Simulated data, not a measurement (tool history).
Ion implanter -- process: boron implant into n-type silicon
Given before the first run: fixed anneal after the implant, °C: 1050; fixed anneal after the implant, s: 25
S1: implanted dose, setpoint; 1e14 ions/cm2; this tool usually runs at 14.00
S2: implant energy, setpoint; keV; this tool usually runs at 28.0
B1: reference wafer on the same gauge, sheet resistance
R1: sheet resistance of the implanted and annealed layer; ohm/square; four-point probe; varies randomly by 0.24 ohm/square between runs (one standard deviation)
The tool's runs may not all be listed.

run   hour     S1    S2     B1      R1
  1    0.0  14.00  28.0  78.60   82.48
  2   38.8  14.00  28.0  78.56   82.78
  3   47.8  15.11  28.0  78.60   77.73
  4   59.5  15.11  28.0  78.58   77.39
  5   68.1  15.11  28.0  78.61   77.93
      79.5  -- gauge calibrated
  6   81.3  14.00  34.0  78.56   81.79
  7   88.4  14.00  34.0  78.59   81.22
  8   95.1  14.00  34.0  78.58   81.51
  9  108.6  14.00  28.0  78.62   82.91
 10  124.4  14.00  28.0  78.54   82.85
 11  137.2  14.00  28.0  78.62   82.89
 12  153.9  14.00  28.0  78.61   83.14
 13  171.8  14.00  28.0  78.63   83.11
     205.9  -- extraction supply calibrated
 14  213.4  16.00  28.0  78.61   73.42
 15  225.9  12.59  35.0  78.57   89.82
 16  236.5  12.43  33.0  78.56   90.63
 17  251.7  14.00  28.0  78.59   83.07
     260.9  -- Faraday cup replaced and dose calibrated
 18  267.4  17.78  32.0  78.60   64.97
 19  281.5  14.00  28.0  78.61   80.89
 20  295.3  16.37  31.5  78.56   69.69
 21  312.1  12.13  20.0  78.61   94.20
 22  320.5  11.65  24.5  78.64   95.76
 23  336.7  10.42  28.0  78.59  104.91
 24  342.8  16.44  35.5  78.64   68.69
 25  351.6  17.80  32.5  78.57   64.67
 26  397.9  17.45  37.5  78.57   65.08
 27  410.8  15.20  35.0  78.63   73.80
 28  418.0  17.94  31.0  78.60   64.88
 29  426.0  16.13  36.0  78.62   70.02
 30  432.6  14.00  19.5  78.57   83.98
 31  444.7  11.10  21.0  78.60  101.46
 32  458.7  16.28  28.0  78.59   70.80
 33  468.2  16.17  22.0  78.65   73.55
 34  478.1  14.00  31.0  78.63   80.92
 35  495.0  14.00  28.0  78.62   81.16
     503.8  -- gauge calibrated
 36  509.2  14.00  28.0  78.59   81.40
 37  519.2  14.00  28.0  78.60   81.63

What if the next run were any one of these 4? Each begins from the tool's condition after run 37:
  A  519.6  14.00  28.0   ?   ?
  B  519.6  15.70  22.5   ?   ?
  C  519.6  11.47  20.0   ?   ?
  D  519.6  11.96  28.0   ?   ?

run     B1     R1
  A  78.56  81.39
  B  78.56  75.32
  C  78.56  99.56
  D  78.56  93.46
Stripped of hidden state, with their random variation kept, the same runs would have yielded:
run     R1
  A  81.18
  B  75.14
  C  99.31
  D  93.22

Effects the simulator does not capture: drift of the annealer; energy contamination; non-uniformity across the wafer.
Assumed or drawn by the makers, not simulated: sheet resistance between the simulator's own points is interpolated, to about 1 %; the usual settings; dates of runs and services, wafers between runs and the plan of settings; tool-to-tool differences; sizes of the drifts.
